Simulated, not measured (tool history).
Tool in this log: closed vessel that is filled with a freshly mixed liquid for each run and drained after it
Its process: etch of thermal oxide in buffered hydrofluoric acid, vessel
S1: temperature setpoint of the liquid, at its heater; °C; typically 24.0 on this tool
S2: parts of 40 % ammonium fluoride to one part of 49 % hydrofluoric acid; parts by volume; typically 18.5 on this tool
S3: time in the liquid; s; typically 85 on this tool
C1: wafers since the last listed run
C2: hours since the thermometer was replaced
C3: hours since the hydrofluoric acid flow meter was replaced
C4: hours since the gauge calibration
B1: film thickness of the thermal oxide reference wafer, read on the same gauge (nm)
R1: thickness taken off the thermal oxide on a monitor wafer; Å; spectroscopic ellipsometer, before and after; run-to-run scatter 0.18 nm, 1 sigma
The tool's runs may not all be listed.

run	day	S1	S2	S3	C1	C2	C3	C4	B1	R1
1	0.000	24.0	18.5	85	0	2464.6	2139.8	247.3	139.98	618.9
2	0.700	24.0	18.5	85	2203	2481.4	2156.6	264.1	139.98	620.4
3	1.433	24.0	18.5	85	2308	2499.0	2174.2	281.7	140.03	616.3
4	1.729	24.0	18.5	85	931	2506.1	2181.3	288.8	140.01	617.2
5	2.200	24.0	18.5	85	1482	2517.4	2192.6	300.1	140.04	618.4
6	2.775	24.0	18.5	85	1810	2531.2	2206.4	313.9	140.03	620.9
7	3.046	24.0	18.5	115	852	2537.7	2212.9	320.4	140.03	835.4
8	3.546	24.0	18.5	115	1574	2549.7	2224.9	332.4	139.98	835.5
9	3.871	24.0	18.5	115	1023	2557.5	2232.7	340.2	140.02	839.2
10	4.583	24.0	18.5	45	2243	2574.6	2249.8	357.3	140.04	327.1
# day 4.892: thermometer replaced
11	5.204	24.0	18.5	45	1823	7.5	2264.7	372.2	140.00	330.0
# day 5.508: gauge calibrated
12	5.725	24.0	18.5	45	1639	20.0	2277.2	5.2	139.99	329.5
13	6.350	24.0	18.5	85	1967	35.0	2292.2	20.2	140.00	620.5
14	6.642	24.0	18.5	85	918	42.0	2299.2	27.2	139.99	624.1
15	7.275	22.0	18.5	85	1994	57.2	2314.4	42.4	140.01	556.8
16	7.962	25.5	25.5	135	2164	73.7	2330.9	58.9	140.01	814.8
17	8.621	22.0	16.0	115	2072	89.5	2346.7	74.7	139.97	869.6
# day 8.712: hydrofluoric acid flow meter replaced
18	9.312	20.0	15.0	65	2046	106.1	14.4	91.3	139.99	425.3
19	9.588	24.0	18.5	115	865	112.7	21.0	97.9	140.03	768.2
20	10.308	24.0	18.5	85	2269	130.0	38.3	115.2	140.01	569.8
21	10.771	28.0	21.0	85	1456	141.1	49.4	126.3	139.99	628.8
22	11.279	20.5	11.5	85	1600	153.3	61.6	138.5	139.99	743.5
23	11.767	24.0	18.5	85	1534	165.0	73.3	150.2	139.99	570.9
24	12.062	24.0	18.5	85	931	172.1	80.4	157.3	139.99	569.6
25	12.621	25.5	14.0	45	1757	185.5	93.8	170.7	140.01	432.2
26	13.238	28.0	18.5	85	1941	200.3	108.6	185.5	139.98	703.6
27	13.658	26.5	11.5	100	1324	210.4	118.7	195.6	139.99	1219.0
28	14.008	24.0	18.5	35	1101	218.8	127.1	204.0	140.00	233.1
29	14.362	24.0	18.5	105	1115	227.3	135.6	212.5	140.00	705.0

Predict each of these 3 candidate next runs independently; none follows another, all start after run 29:
A	14.392	24.0	18.5	60	91	228.0	136.3	213.2	?	?
B	14.392	28.5	15.5	45	91	228.0	136.3	213.2	?	?
C	14.392	25.5	13.0	45	91	228.0	136.3	213.2	?	?

run	B1	R1
A	140.00	402.0
B	140.00	457.3
C	140.00	462.7
Without the tool's unlogged condition, the same runs would have read:
run	R1
A	394.1
B	448.3
C	453.6

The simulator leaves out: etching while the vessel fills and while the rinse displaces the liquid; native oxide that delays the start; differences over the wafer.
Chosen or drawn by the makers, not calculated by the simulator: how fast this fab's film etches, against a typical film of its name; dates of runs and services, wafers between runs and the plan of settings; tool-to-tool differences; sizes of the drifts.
